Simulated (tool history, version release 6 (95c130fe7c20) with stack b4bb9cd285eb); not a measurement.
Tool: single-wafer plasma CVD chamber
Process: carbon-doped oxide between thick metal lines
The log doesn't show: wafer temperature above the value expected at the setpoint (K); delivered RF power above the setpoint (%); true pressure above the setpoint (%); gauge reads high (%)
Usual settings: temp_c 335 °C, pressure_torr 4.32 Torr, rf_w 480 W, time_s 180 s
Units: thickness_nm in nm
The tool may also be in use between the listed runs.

run,hour,temp_c,pressure_torr,rf_w,time_s,wafers since the last listed run,hours since the last thermocouple change,hours since the last RF generator calibration,hours since the last manometer calibration,hours since the showerhead was replaced,hours since the gauge calibration,"read-back reference wafer on the same gauge, thickness_nm",thickness_nm
1,0,335,4.32,545,180,0,2540.8,657.5,1644.7,5783.8,450.4,1036.204,999.752
2,30.1,335,4.32,545,180,231,2570.9,687.6,1674.8,5813.9,480.5,1035.883,999.943
3,46.9,335,4.77,410,180,129,2587.7,704.4,1691.6,5830.7,497.3,1036.029,746.277
4,64.7,335,4.32,450,180,137,2605.5,722.2,1709.4,5848.5,515.1,1036.02,825.667
5,97.6,335,4.32,450,180,253,2638.4,755.1,1742.3,5881.4,548,1036.184,823.574
6,117.2,335,4.32,480,180,151,2658,774.7,1761.9,5901,567.6,1036.07,887.135
7,132.2,335,4.32,480,180,115,2673,789.7,1776.9,5916,582.6,1035.702,884.161
8,167.5,323,4.32,480,158,271,2708.3,825,1812.2,5951.3,617.9,1036.301,814.646
9,195.6,323,4.32,480,158,216,2736.4,853.1,1840.3,5979.4,646,1035.767,815.529
10,215.6,323,4.32,480,158,154,2756.4,873.1,1860.3,5999.4,666,1036.297,812.288
11,241.5,335,4.32,480,180,199,2782.3,899,1886.2,6025.3,691.9,1035.995,885.065
12,256.2,335,4.77,480,162,113,2797,913.7,1900.9,6040,706.6,1036.326,804.737
# hour 287.6: showerhead replaced
13,338.1,321,4.9,520,208,569,2878.9,995.6,1982.8,50.5,788.5,1036.034,1179.205
# hour 360.2: capacitance manometer re-zeroed and calibrated
14,360.7,335,4.77,410,180,112,2901.5,1018.2,0.5,73.1,811.1,1036.045,740.636
# hour 393.3: thermocouple changed; heater temperature recalibrated
15,393.8,335,5.38,480,202,193,0.5,1051.3,33.6,106.2,844.2,1035.931,990.67
16,405.7,335,4.32,480,180,91,12.4,1063.2,45.5,118.1,856.1,1035.695,861.076
# hour 431.5: RF generator calibrated
17,441.6,347,3.86,480,196,214,48.3,10.1,81.4,154,892,1035.689,908.319
18,462.4,335,3.57,480,192,160,69.1,30.9,102.2,174.8,912.8,1036.078,918.796
19,485.5,325,3.81,480,180,177,92.2,54,125.3,197.9,935.9,1036.137,897.854
20,508,335,4.32,530,199,173,114.7,76.5,147.8,220.4,958.4,1036.015,1064.672
21,521.2,335,4.32,480,180,101,127.9,89.7,161,233.6,971.6,1036.484,878.815
# hour 523.7: gauge calibrated
22,553.2,335,4.32,510,192,246,159.9,121.7,193,265.6,29.5,1036.073,989.945
23,587.3,335,4.75,550,147,262,194,155.8,227.1,299.7,63.6,1035.564,821.879
24,614.6,335,4.32,480,215,210,221.3,183.1,254.4,327,90.9,1035.975,1051.139
25,632.1,335,3.52,480,168,134,238.8,200.6,271.9,344.5,108.4,1035.824,801.5
26,666.8,335,4.32,480,197,267,273.5,235.3,306.6,379.2,143.1,1036.101,961.543
27,691.7,335,4.32,480,211,191,298.4,260.2,331.5,404.1,168,1036.169,1031.109

Some steps in thickness_nm between neighbouring runs. How much of each would the tool show without its hidden state too (settings, what came in, random variation), and how much is left for the hidden state, with any gauge scatter that isn't in both results?
Run 12 -> 13: temp_c 335 -> 321, pressure_torr 4.77 -> 4.9, rf_w 480 -> 520, time_s 162 -> 208, showerhead replaced. thickness_nm +374.468 nm: hidden state +5.503, all else +368.965.
Run 13 -> 14: temp_c 321 -> 335, pressure_torr 4.9 -> 4.77, rf_w 520 -> 410, time_s 208 -> 180, capacitance manometer re-zeroed and calibrated. thickness_nm -438.569 nm: hidden state -10.374, all else -428.195.
Run 14 -> 15: pressure_torr 4.77 -> 5.38, rf_w 410 -> 480, time_s 180 -> 202, thermocouple changed; heater temperature recalibrated. thickness_nm +250.034 nm: hidden state -19.532, all else +269.566.
Run 16 -> 17: temp_c 335 -> 347, pressure_torr 4.32 -> 3.86, time_s 180 -> 196, RF generator calibrated. thickness_nm +47.243 nm: hidden state +16.077, all else +31.166.

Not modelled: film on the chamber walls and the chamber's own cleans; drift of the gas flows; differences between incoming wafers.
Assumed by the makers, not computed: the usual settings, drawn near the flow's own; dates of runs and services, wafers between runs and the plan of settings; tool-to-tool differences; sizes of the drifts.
